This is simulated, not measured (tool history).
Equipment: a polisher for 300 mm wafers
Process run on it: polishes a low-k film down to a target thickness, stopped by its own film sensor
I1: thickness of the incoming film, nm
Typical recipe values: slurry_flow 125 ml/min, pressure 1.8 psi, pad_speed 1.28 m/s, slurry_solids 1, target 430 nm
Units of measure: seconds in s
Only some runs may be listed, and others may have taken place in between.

{"run": 1, "hour": 0.0, "slurry_flow": 125, "pressure": 1.8, "pad_speed": 1.28, "slurry_solids": 1, "target": 430, "I1": 502, "seconds": 189.3}
{"hour": 10.9, "done": "conditioning disc replaced and pad reconditioned"}
{"hour": 16.1, "done": "worn pad replaced by a new one"}
{"hour": 18.9, "done": "slurry nozzle cleaned"}
{"hour": 47.2, "done": "slurry blender recalibrated"}
{"run": 2, "hour": 87.8, "slurry_flow": 125, "pressure": 1.8, "pad_speed": 1.28, "slurry_solids": 1, "target": 430, "I1": 503.4, "seconds": 191.9}
{"run": 3, "hour": 119.3, "slurry_flow": 125, "pressure": 1.8, "pad_speed": 1.28, "slurry_solids": 1, "target": 430, "I1": 497.7, "seconds": 180}
{"run": 4, "hour": 148.8, "slurry_flow": 125, "pressure": 1.8, "pad_speed": 1.28, "slurry_solids": 1, "target": 430, "I1": 501.2, "seconds": 190.6}
{"hour": 151.8, "done": "head pressure recalibrated"}
{"run": 5, "hour": 168.1, "slurry_flow": 125, "pressure": 1.8, "pad_speed": 1.28, "slurry_solids": 1, "target": 430, "I1": 496.1, "seconds": 173.7}
{"hour": 193.5, "done": "worn pad replaced by a new one"}
{"run": 6, "hour": 202.6, "slurry_flow": 145, "pressure": 2.2, "pad_speed": 1.28, "slurry_solids": 1.25, "target": 437, "I1": 502.9, "seconds": 125}
{"run": 7, "hour": 219.2, "slurry_flow": 125, "pressure": 1.8, "pad_speed": 1.28, "slurry_solids": 1, "target": 430, "I1": 499.1, "seconds": 183.1}
{"run": 8, "hour": 254.2, "slurry_flow": 160, "pressure": 2.3, "pad_speed": 1.28, "slurry_solids": 1.3, "target": 423, "I1": 495.6, "seconds": 126.9}
{"hour": 261.2, "done": "conditioning disc replaced and pad reconditioned"}
{"run": 9, "hour": 274.8, "slurry_flow": 125, "pressure": 2.1, "pad_speed": 1.28, "slurry_solids": 1, "target": 440, "I1": 506.1, "seconds": 149.5}
{"run": 10, "hour": 289.2, "slurry_flow": 125, "pressure": 1.8, "pad_speed": 1.28, "slurry_solids": 1, "target": 420, "I1": 500.2, "seconds": 214.7}
{"hour": 302.0, "done": "slurry blender recalibrated"}
{"run": 11, "hour": 303.0, "slurry_flow": 125, "pressure": 1.8, "pad_speed": 1.28, "slurry_solids": 1, "target": 439, "I1": 491.1, "seconds": 140.3}
{"run": 12, "hour": 331.4, "slurry_flow": 125, "pressure": 1.8, "pad_speed": 1.28, "slurry_solids": 1, "target": 418, "I1": 497.2, "seconds": 210.4}
{"hour": 337.8, "done": "slurry nozzle cleaned"}
{"run": 13, "hour": 346.0, "slurry_flow": 80, "pressure": 2.1, "pad_speed": 1.28, "slurry_solids": 1, "target": 430, "I1": 502.4, "seconds": 175.5}
{"run": 14, "hour": 361.7, "slurry_flow": 125, "pressure": 1.8, "pad_speed": 1.28, "slurry_solids": 1, "target": 430, "I1": 502.2, "seconds": 192.2}
{"run": 15, "hour": 385.3, "slurry_flow": 125, "pressure": 1.8, "pad_speed": 1.28, "slurry_solids": 1, "target": 444, "I1": 500, "seconds": 147.7}
{"hour": 414.6, "done": "worn pad replaced by a new one"}
{"run": 16, "hour": 415.1, "slurry_flow": 125, "pressure": 1.8, "pad_speed": 1.28, "slurry_solids": 1, "target": 430, "I1": 491.7, "seconds": 163.5}
{"run": 17, "hour": 426.4, "slurry_flow": 145, "pressure": 1.5, "pad_speed": 1.28, "slurry_solids": 1, "target": 430, "I1": 493, "seconds": 200.9}
{"run": 18, "hour": 440.9, "slurry_flow": 125, "pressure": 1.8, "pad_speed": 1.28, "slurry_solids": 0.7, "target": 430, "I1": 507.8, "seconds": 268.7}
{"run": 19, "hour": 476.3, "slurry_flow": 95, "pressure": 1.4, "pad_speed": 1.52, "slurry_solids": 1, "target": 419, "I1": 503.6, "seconds": 267.1}
{"hour": 494.3, "done": "conditioning disc replaced and pad reconditioned"}
{"run": 20, "hour": 509.3, "slurry_flow": 125, "pressure": 2.2, "pad_speed": 1.28, "slurry_solids": 1, "target": 430, "I1": 500.1, "seconds": 152.1}
{"hour": 533.1, "done": "slurry blender recalibrated"}
{"run": 21, "hour": 533.6, "slurry_flow": 125, "pressure": 2, "pad_speed": 1.14, "slurry_solids": 1, "target": 430, "I1": 499.7, "seconds": 181.7}
{"run": 22, "hour": 554.6, "slurry_flow": 125, "pressure": 1.8, "pad_speed": 1.28, "slurry_solids": 1, "target": 430, "I1": 498.6, "seconds": 184}
{"run": 23, "hour": 573.7, "slurry_flow": 160, "pressure": 1.4, "pad_speed": 0.94, "slurry_solids": 0.8, "target": 430, "I1": 501.6, "seconds": 333.7}
{"run": 24, "hour": 608.8, "slurry_flow": 125, "pressure": 1.8, "pad_speed": 1.68, "slurry_solids": 1.1, "target": 430, "I1": 501.3, "seconds": 151.7}

5 ways to go on from here, each from the tool as it stands after run 24. What would each give?
{"run": "A", "hour": 609.3, "slurry_flow": 125, "pressure": 1.8, "pad_speed": 1.28, "slurry_solids": 1, "target": 430, "I1": 500.3, "seconds": "?"}
{"run": "B", "hour": 609.3, "slurry_flow": 155, "pressure": 1.8, "pad_speed": 1.54, "slurry_solids": 0.9, "target": 439, "I1": 500.3, "seconds": "?"}
{"run": "C", "hour": 609.3, "slurry_flow": 125, "pressure": 1.8, "pad_speed": 1.28, "slurry_solids": 0.8, "target": 409, "I1": 500.3, "seconds": "?"}
{"run": "D", "hour": 609.3, "slurry_flow": 125, "pressure": 1.8, "pad_speed": 1.28, "slurry_solids": 1, "target": 443, "I1": 500.3, "seconds": "?"}
{"run": "E", "hour": 609.3, "slurry_flow": 125, "pressure": 1.5, "pad_speed": 1.28, "slurry_solids": 1, "target": 430, "I1": 500.3, "seconds": "?"}

run=A seconds=185.7
run=B seconds=146.9
run=C seconds=278.2
run=D seconds=151.3
run=E seconds=222.8
With no hidden state in the tool, these same runs would have given:
run=A seconds=185.7
run=B seconds=146.9
run=C seconds=278.2
run=D seconds=151.3
run=E seconds=222.8
